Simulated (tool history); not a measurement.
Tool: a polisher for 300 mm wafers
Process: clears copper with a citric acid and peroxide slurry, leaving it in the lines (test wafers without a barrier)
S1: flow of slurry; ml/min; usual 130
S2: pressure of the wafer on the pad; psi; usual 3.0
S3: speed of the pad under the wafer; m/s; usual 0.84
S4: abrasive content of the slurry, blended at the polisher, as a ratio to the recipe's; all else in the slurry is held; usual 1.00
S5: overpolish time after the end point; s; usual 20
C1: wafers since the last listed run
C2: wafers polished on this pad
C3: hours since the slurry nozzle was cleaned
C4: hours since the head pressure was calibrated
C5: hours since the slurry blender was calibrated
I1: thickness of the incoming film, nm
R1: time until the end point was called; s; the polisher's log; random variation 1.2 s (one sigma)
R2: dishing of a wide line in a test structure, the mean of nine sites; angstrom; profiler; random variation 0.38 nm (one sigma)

| run | hour | S1 | S2 | S3 | S4 | S5 | C1 | C2 | C3 | C4 | C5 | I1 | R1 | R2 |
|---|---|---|---|---|---|---|---|---|---|---|---|---|---|---|
| 1 | 0.0 | 130 | 2.3 | 0.84 | 1.00 | 20 | 0 | 1085 | 159.5 | 597.8 | 207.5 | 156.2 | 95.2 | 182 |
| 2 | 43.3 | 130 | 2.3 | 0.84 | 1.00 | 20 | 606 | 1691 | 202.8 | 641.1 | 250.8 | 157.0 | 96.0 | 187 |
|  | 61.3 | worn pad replaced by a new one |
|  | 62.0 | slurry blender recalibrated |
| 3 | 89.9 | 130 | 2.3 | 0.84 | 1.00 | 20 | 587 | 390 | 249.4 | 687.7 | 27.9 | 155.2 | 83.7 | 194 |
| 4 | 119.5 | 130 | 3.0 | 0.84 | 1.00 | 20 | 414 | 805 | 279.0 | 717.3 | 57.5 | 154.7 | 66.5 | 236 |
|  | 234.6 | worn pad replaced by a new one |
|  | 252.9 | head pressure recalibrated |
|  | 287.1 | slurry nozzle cleaned |
| 5 | 288.3 | 130 | 3.0 | 0.84 | 1.00 | 20 | 2265 | 710 | 1.2 | 35.4 | 226.3 | 154.4 | 68.9 | 225 |
|  | 320.1 | slurry blender recalibrated |
| 6 | 323.5 | 130 | 3.0 | 0.84 | 0.95 | 14 | 464 | 1174 | 36.4 | 70.6 | 3.4 | 158.6 | 66.0 | 187 |
| 7 | 395.0 | 130 | 3.0 | 0.84 | 0.95 | 14 | 1001 | 2176 | 107.9 | 142.1 | 74.9 | 155.0 | 70.1 | 177 |
|  | 406.5 | worn pad replaced by a new one |
| 8 | 423.4 | 130 | 3.0 | 0.84 | 1.00 | 20 | 341 | 236 | 136.3 | 170.5 | 103.3 | 155.4 | 69.6 | 234 |
| 9 | 459.0 | 130 | 3.0 | 0.84 | 1.00 | 20 | 498 | 735 | 171.9 | 206.1 | 138.9 | 154.5 | 67.5 | 229 |
| 10 | 499.0 | 130 | 3.5 | 0.84 | 1.00 | 20 | 560 | 1295 | 211.9 | 246.1 | 178.9 | 155.5 | 59.9 | 253 |
| 11 | 526.6 | 130 | 3.0 | 0.84 | 1.00 | 25 | 386 | 1681 | 239.5 | 273.7 | 206.5 | 153.6 | 68.9 | 260 |
|  | 549.3 | worn pad replaced by a new one |
| 12 | 556.2 | 145 | 3.0 | 0.84 | 1.20 | 15 | 358 | 97 | 269.1 | 303.3 | 236.1 | 153.6 | 67.3 | 192 |
|  | 578.7 | slurry blender recalibrated |
| 13 | 626.2 | 130 | 3.8 | 0.96 | 1.00 | 20 | 952 | 1049 | 339.1 | 373.3 | 47.5 | 155.1 | 46.4 | 307 |
|  | 662.5 | slurry nozzle cleaned |
| 14 | 674.3 | 130 | 3.0 | 1.00 | 1.20 | 20 | 659 | 1708 | 11.8 | 421.4 | 95.6 | 154.2 | 53.9 | 260 |
| 15 | 706.7 | 95 | 3.0 | 0.70 | 1.00 | 20 | 453 | 2162 | 44.2 | 453.8 | 128.0 | 153.5 | 87.9 | 198 |
|  | 728.0 | worn pad replaced by a new one |
| 16 | 739.6 | 160 | 3.0 | 0.72 | 1.00 | 20 | 404 | 162 | 77.1 | 486.7 | 160.9 | 155.3 | 76.3 | 208 |
| 17 | 784.1 | 95 | 3.0 | 0.70 | 1.00 | 20 | 623 | 785 | 121.6 | 531.2 | 205.4 | 154.3 | 89.0 | 193 |

What the log doesn't show, run by run:
removal rate lost through wear of the pad, %: 0 in every run
slurry flow missing at the pad, %: 0 in every run
deviation of the head's pressure from its setpoint, %: 0 in every run
H1: abrasive missing from the slurry, %
| run | H1 |
|---|---|
| 1 | 35.1 |
| 2 | 41.1 |
| 3 | 4.83 |
| 4 | 8.93 |
| 5 | 32.3 |
| 6 | 1.56 |
| 7 | 11.5 |
| 8 | 15.4 |
| 9 | 20.3 |
| 10 | 25.9 |
| 11 | 29.7 |
| 12 | 33.8 |
| 13 | 7.44 |
| 14 | 14.1 |
| 15 | 18.6 |
| 16 | 23.1 |
| 17 | 29.3 |
